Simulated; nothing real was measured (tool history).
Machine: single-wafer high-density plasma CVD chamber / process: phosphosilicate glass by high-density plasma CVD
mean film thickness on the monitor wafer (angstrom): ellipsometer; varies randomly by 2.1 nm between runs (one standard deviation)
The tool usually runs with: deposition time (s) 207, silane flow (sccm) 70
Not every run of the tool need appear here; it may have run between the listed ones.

run	hour	deposition time (s)	silane flow (sccm)	wafers since the last listed run	hours since the silane flow controller was replaced	hours since the gauge calibration	read-back reference wafer on the same gauge, thickness_nm	mean film thickness on the monitor wafer (angstrom)
1	0	207	78	0	4041.7	178.1	1269.755	15528.42
2	100.3	207	78	778	4142	278.4	1270.053	15469.34
3	147.8	207	70	368	4189.5	325.9	1270.019	14566.16
4	255.6	207	77	836	4297.3	433.7	1270.283	15345.95
5	347.2	207	77	710	4388.9	525.3	1270.907	15428.26
6	388.2	207	70	318	4429.9	566.3	1270.575	14569.02
7	452.8	207	70	501	4494.5	630.9	1269.925	14568.61
8	547.1	167	75	731	4588.8	725.2	1270.286	12252.35
# hour 571: gauge calibrated
# hour 629.3: silane flow controller replaced
9	655.1	207	70	775	25.8	84.1	1269.894	14127.15
10	720.1	225	78	504	90.8	149.1	1269.815	16450.24
11	766.2	192	81	357	136.9	195.2	1270.734	14313.05
12	803.1	195	62	286	173.8	232.1	1269.364	12492.02
13	884.7	232	65	633	255.4	313.7	1269.972	15226.51
14	954.8	176	70	543	325.5	383.8	1270.128	12053.31

Here are 4 independent what-if runs from the current tool condition. What would each one return?
A	955.3	207	64	3	326	384.3	?	?
B	955.3	238	66	3	326	384.3	?	?
C	955.3	194	63	3	326	384.3	?	?
D	955.3	181	64	3	326	384.3	?	?

run	read-back reference wafer on the same gauge, thickness_nm	mean film thickness on the monitor wafer (angstrom)
A	1269.199	13478.53
B	1269.199	15769.82
C	1269.199	12520.89
D	1269.199	11785.58
Had the tool no hidden state, the same runs would have come out as:
run	mean film thickness on the monitor wafer (angstrom)
A	13406.68
B	15685.76
C	12454.14
D	11722.75
